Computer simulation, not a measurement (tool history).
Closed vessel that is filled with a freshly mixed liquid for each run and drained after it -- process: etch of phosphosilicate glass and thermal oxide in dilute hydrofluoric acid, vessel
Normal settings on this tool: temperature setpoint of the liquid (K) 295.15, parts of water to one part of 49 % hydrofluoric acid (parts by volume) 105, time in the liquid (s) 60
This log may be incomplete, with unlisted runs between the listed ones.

run	hour	temperature setpoint of the liquid (K)	parts of water to one part of 49 % hydrofluoric acid (parts by volume)	time in the liquid (s)	wafers since the last listed run	hours since the thermometer was replaced	hours since the hydrofluoric acid flow meter was replaced	hours since the gauge calibration	read-back film thickness of the phosphosilicate glass reference wafer, read on the same gauge (nm)	read-back film thickness of the thermal oxide reference wafer, read on the same gauge (nm)	thickness taken off the phosphosilicate glass on a monitor wafer (angstrom)	thickness taken off the thermal oxide on a monitor wafer (angstrom)
1	0	293.15	105	70	0	1990.3	2444.6	278.2	30	29.995	717.5	26.37
2	28.9	293.15	105	70	4021	2019.2	2473.5	307.1	30	30.013	714.8	25.49
3	64.2	293.15	105	70	4912	2054.5	2508.8	342.4	30	30.03	715.1	26.55
4	83.6	295.15	105	60	2699	2073.9	2528.2	361.8	29.99	29.973	667.4	25.34
5	115.9	295.15	105	60	4495	2106.2	2560.5	394.1	30	30.009	664.3	25.39
6	129.8	295.15	105	60	1934	2120.1	2574.4	408	30.01	30.014	664.4	24.01
# hour 145.6: gauge calibrated
7	158.2	295.15	105	60	3952	2148.5	2602.8	12.6	30	30.016	662.9	24.41
8	182.6	295.15	105	60	3395	2172.9	2627.2	37	29.98	30.007	661.4	24.46
9	199.8	295.15	105	60	2393	2190.1	2644.4	54.2	30.01	29.999	660.5	24.17
10	222.2	295.15	105	60	3117	2212.5	2666.8	76.6	29.99	30	663.1	24.06
11	240.8	297.15	125	50	2588	2231.1	2685.4	95.2	30	30.009	488	17.91
12	257.3	295.15	105	75	2296	2247.6	2701.9	111.7	30	29.99	830.8	30.55
13	272.9	298.15	105	60	2171	2263.2	2717.5	127.3	30.01	29.983	750	27.91
# hour 297: hydrofluoric acid flow meter replaced
14	303.6	295.15	90	60	4133	2293.9	6.6	158	29.99	30.018	785	29.68
# hour 337.2: thermometer replaced
15	339.1	291.15	105	60	4801	1.9	42.1	193.5	30.01	29.969	615.4	23.11
16	359.6	295.15	105	60	2852	22.4	62.6	214	30.01	29.998	718.4	26.44
17	388.2	296.65	155	75	3980	51	91.2	242.6	29.99	29.99	610.1	22.38
18	420.5	295.15	105	60	4495	83.3	123.5	274.9	30	30.027	716.4	26.16
19	442.6	295.15	60	45	3075	105.4	145.6	297	30	30.009	991.5	35.59
20	470.7	295.15	105	60	3910	133.5	173.7	325.1	30.02	29.981	715.5	27.27

Here are 5 independent what-if runs from the current tool condition. What would each one return?
A	471.4	295.15	105	60	97	134.2	174.4	325.8	?	?	?	?
B	471.4	295.15	105	70	97	134.2	174.4	325.8	?	?	?	?
C	471.4	292.15	90	45	97	134.2	174.4	325.8	?	?	?	?
D	471.4	295.15	120	45	97	134.2	174.4	325.8	?	?	?	?
E	471.4	298.15	55	30	97	134.2	174.4	325.8	?	?	?	?

run	read-back film thickness of the phosphosilicate glass reference wafer, read on the same gauge (nm)	read-back film thickness of the thermal oxide reference wafer, read on the same gauge (nm)	thickness taken off the phosphosilicate glass on a monitor wafer (angstrom)	thickness taken off the thermal oxide on a monitor wafer (angstrom)
A	29.99	30.005	719.8	26.46
B	29.99	30.005	839.8	30.87
C	29.99	30.005	566.4	20.82
D	29.99	30.005	464.3	17.07
E	29.99	30.005	825.7	30.35
What these runs would have given with no unlogged condition in the tool:
run	thickness taken off the phosphosilicate glass on a monitor wafer (angstrom)	thickness taken off the thermal oxide on a monitor wafer (angstrom)
A	725.6	26.67
B	846.6	31.12
C	571.2	20.99
D	468.1	17.2
E	832.5	30.6

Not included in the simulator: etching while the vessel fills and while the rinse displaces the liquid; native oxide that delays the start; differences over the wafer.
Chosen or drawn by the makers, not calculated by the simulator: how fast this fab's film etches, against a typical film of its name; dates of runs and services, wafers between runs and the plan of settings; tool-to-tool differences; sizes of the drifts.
